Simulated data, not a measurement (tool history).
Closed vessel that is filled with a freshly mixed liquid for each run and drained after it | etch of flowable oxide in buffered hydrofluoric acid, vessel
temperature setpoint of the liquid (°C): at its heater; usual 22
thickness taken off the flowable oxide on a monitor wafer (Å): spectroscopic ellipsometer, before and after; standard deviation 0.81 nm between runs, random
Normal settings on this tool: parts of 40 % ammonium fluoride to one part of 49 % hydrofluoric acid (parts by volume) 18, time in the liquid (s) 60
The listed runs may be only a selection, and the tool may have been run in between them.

| run | day | temperature setpoint of the liquid (°C) | parts of 40 % ammonium fluoride to one part of 49 % hydrofluoric acid (parts by volume) | time in the liquid (s) | read-back film thickness of the flowable oxide reference wafer, read on the same gauge (nm) | thickness taken off the flowable oxide on a monitor wafer (Å) |
|---|---|---|---|---|---|---|
| 1 | 0 | 22 | 18 | 60 | 29.97 | 1034.5 |
| 2 | 1.088 | 18.5 | 14 | 60 | 29.94 | 1081.4 |
| 3 | 1.958 | 20 | 16.5 | 60 | 30.04 | 998 |
| 4 | 3.258 | 20 | 16.5 | 60 | 29.99 | 991.5 |
| 5 | 4.221 | 22 | 18 | 60 | 30.03 | 1026.5 |
| 6 | 4.733 | 22 | 18 | 60 | 30.05 | 1015 |
| 7 | 6.733 | 22 | 18 | 60 | 30 | 1023.8 |
| 8 | 7.625 | 22 | 18 | 60 | 29.99 | 1009.6 |
| 9 | 8.571 | 22 | 18 | 60 | 29.97 | 1025.1 |
| 10 | 9.196 | 22 | 18 | 60 | 29.97 | 1021.2 |
| 11 | 9.933 | 22 | 15 | 75 | 29.97 | 1508.9 |
| 12 | 11.417 | 22 | 15 | 75 | 29.98 | 1518.2 |
| 13 | 12.538 | 22 | 13 | 60 | 29.98 | 1375.2 |
| 14 | 13.067 | 22 | 18 | 60 | 29.99 | 1005.4 |
| 15 | 15.408 | 22 | 18 | 60 | 30.02 | 1011.8 |
| 16 | 16.854 | 22 | 18 | 60 | 29.99 | 1004.7 |
|  | 17.429 | hydrofluoric acid flow meter replaced |
| 17 | 17.588 | 24 | 22 | 95 | 29.98 | 1634.3 |
| 18 | 18.579 | 26.5 | 18 | 35 | 30.07 | 811.4 |
| 19 | 19.6 | 20.5 | 15 | 60 | 29.98 | 1194.1 |
| 20 | 20.871 | 20.5 | 15 | 60 | 30.06 | 1203 |
| 21 | 21.542 | 22 | 18 | 60 | 29.99 | 1088.2 |
| 22 | 22.083 | 18.5 | 18 | 30 | 30.02 | 447.3 |
|  | 22.254 | thermometer replaced |
| 23 | 23.446 | 22 | 18 | 60 | 29.95 | 1083.5 |
|  | 23.633 | gauge calibrated |
| 24 | 24.192 | 25.5 | 21.5 | 75 | 30.01 | 1426.9 |
| 25 | 25.379 | 18.5 | 18 | 60 | 29.98 | 888.3 |
| 26 | 26.867 | 22 | 18 | 60 | 29.98 | 1072.3 |
| 27 | 28.062 | 20.5 | 20.5 | 80 | 30.01 | 1170.7 |
| 28 | 29.208 | 22 | 18 | 45 | 29.98 | 799.2 |
| 29 | 30.308 | 19.5 | 13.5 | 60 | 30.02 | 1240 |
| 30 | 31.758 | 17 | 12 | 30 | 29.99 | 599.5 |
| 31 | 32.296 | 22 | 18 | 60 | 30.03 | 1062.2 |

Selected run-to-run steps in thickness taken off the flowable oxide on a monitor wafer (Å), each split into two signed amounts: the part the tool would show with no hidden state at all (from settings, incoming material and random variation), and the remainder, which goes to the hidden state together with any gauge scatter not common to the measured and the hidden-state-free results:
The tool's hidden condition here consists of: liquid colder than its thermometer reads (K); hydrofluoric acid flow below the setpoint (%); gauge reads high (%).
Run 10 -> 11: parts of 40 % ammonium fluoride to one part of 49 % hydrofluoric acid (parts by volume) 18 -> 15, time in the liquid (s) 60 -> 75. thickness taken off the flowable oxide on a monitor wafer (Å) +487.7: hidden state -36.6, all else +524.3.
Run 13 -> 14: parts of 40 % ammonium fluoride to one part of 49 % hydrofluoric acid (parts by volume) 13 -> 18. thickness taken off the flowable oxide on a monitor wafer (Å) -369.8: hidden state +27.2, all else -397.
Run 16 -> 17: temperature setpoint of the liquid (°C) 22 -> 24, parts of 40 % ammonium fluoride to one part of 49 % hydrofluoric acid (parts by volume) 18 -> 22, time in the liquid (s) 60 -> 95, hydrofluoric acid flow meter replaced. thickness taken off the flowable oxide on a monitor wafer (Å) +629.6: hidden state +82.4, all else +547.2.
Run 17 -> 18: temperature setpoint of the liquid (°C) 24 -> 26.5, parts of 40 % ammonium fluoride to one part of 49 % hydrofluoric acid (parts by volume) 22 -> 18, time in the liquid (s) 95 -> 35. thickness taken off the flowable oxide on a monitor wafer (Å) -822.9: hidden state -0.4, all else -822.5.
Run 21 -> 22: temperature setpoint of the liquid (°C) 22 -> 18.5, time in the liquid (s) 60 -> 30. thickness taken off the flowable oxide on a monitor wafer (Å) -640.9: hidden state +4.2, all else -645.1.
Run 29 -> 30: temperature setpoint of the liquid (°C) 19.5 -> 17, parts of 40 % ammonium fluoride to one part of 49 % hydrofluoric acid (parts by volume) 13.5 -> 12, time in the liquid (s) 60 -> 30. thickness taken off the flowable oxide on a monitor wafer (Å) -640.5: hidden state +10.6, all else -651.1.

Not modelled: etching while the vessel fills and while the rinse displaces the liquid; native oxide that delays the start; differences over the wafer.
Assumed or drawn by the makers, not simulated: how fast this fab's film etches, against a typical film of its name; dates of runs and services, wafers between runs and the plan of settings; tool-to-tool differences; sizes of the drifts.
